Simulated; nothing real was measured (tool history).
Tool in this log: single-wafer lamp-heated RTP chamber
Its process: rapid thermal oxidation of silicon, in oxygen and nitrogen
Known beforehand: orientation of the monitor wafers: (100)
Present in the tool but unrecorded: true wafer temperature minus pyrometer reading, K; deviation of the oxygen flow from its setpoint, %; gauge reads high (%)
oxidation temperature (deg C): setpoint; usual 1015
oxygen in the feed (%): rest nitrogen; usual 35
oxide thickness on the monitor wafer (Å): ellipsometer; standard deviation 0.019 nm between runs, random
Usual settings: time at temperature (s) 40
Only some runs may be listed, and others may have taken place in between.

run    hour  oxidation temperature (deg C)  time at temperature (s)  oxygen in the feed (%)  wafers since the last listed run  wafers since the last pyrometer calibration  hours since the oxygen flow controller was replaced  hours since the gauge calibration  read-back reference wafer on the same gauge, thickness  oxide thickness on the monitor wafer (Å)
  1       0                           1015                       40                      35                                 0                                          758                                                  772                             1237.3                                                     3.3                                     38.49
  2    38.4                           1015                       40                      35                               233                                          992                                                810.4                             1275.7                                                   3.297                                     38.51
  3   102.2                           1015                       40                      35                               387                                         1380                                                874.2                             1339.5                                                   3.301                                     38.98
  4   149.4                           1029                       40                      35                               286                                         1667                                                921.4                             1386.7                                                   3.302                                     42.65
      221.3  -- gauge calibrated
  5   223.1                           1029                       40                      35                               448                                         2115                                                995.1                                1.8                                                   3.297                                     42.84
  6   314.7                           1029                       40                      35                               556                                         2672                                               1086.7                               93.4                                                   3.302                                     42.96
  7   383.7                           1015                       40                      35                               419                                         3091                                               1155.7                              162.4                                                   3.302                                     39.16
  8     448                           1015                       40                      35                               390                                         3482                                                 1220                              226.7                                                   3.304                                     39.22
  9     523                           1015                       40                      35                               455                                         3938                                                 1295                              301.7                                                     3.3                                     39.77
 10   575.6                           1015                       40                      35                               319                                         4258                                               1347.6                              354.3                                                   3.308                                     39.58
 11   667.2                           1022                       40                      35                               556                                         4815                                               1439.2                              445.9                                                   3.299                                     41.49
 12   766.5                           1015                       40                      35                               603                                         5418                                               1538.5                              545.2                                                   3.302                                     39.82
 13   821.9                           1015                       40                      35                               336                                         5755                                               1593.9                              600.6                                                   3.302                                     40.29
      853.8  -- pyrometer window cleaned and pyrometer calibrated
 14   880.3                           1015                       40                      35                               306                                          161                                               1652.3                                659                                                   3.297                                     37.63
 15   962.3                           1015                       40                      35                               498                                          659                                               1734.3                                741                                                   3.303                                     37.88
 16  1045.5                            991                       22                      56                               505                                         1165                                               1817.5                              824.2                                                   3.301                                      30.5

Expected results for the next run?
 17  1141.1                            991                       20                      53                               581                                         1746                                               1913.1                              919.8                                                       ?                                         ?

{"run 17": {"read-back reference wafer on the same gauge, thickness": 3.295, "oxide thickness on the monitor wafer (Å)": 29.61}}
If the tool had no hidden condition, the same run with the same run-to-run variation would have returned oxide thickness on the monitor wafer (Å) 28.74.

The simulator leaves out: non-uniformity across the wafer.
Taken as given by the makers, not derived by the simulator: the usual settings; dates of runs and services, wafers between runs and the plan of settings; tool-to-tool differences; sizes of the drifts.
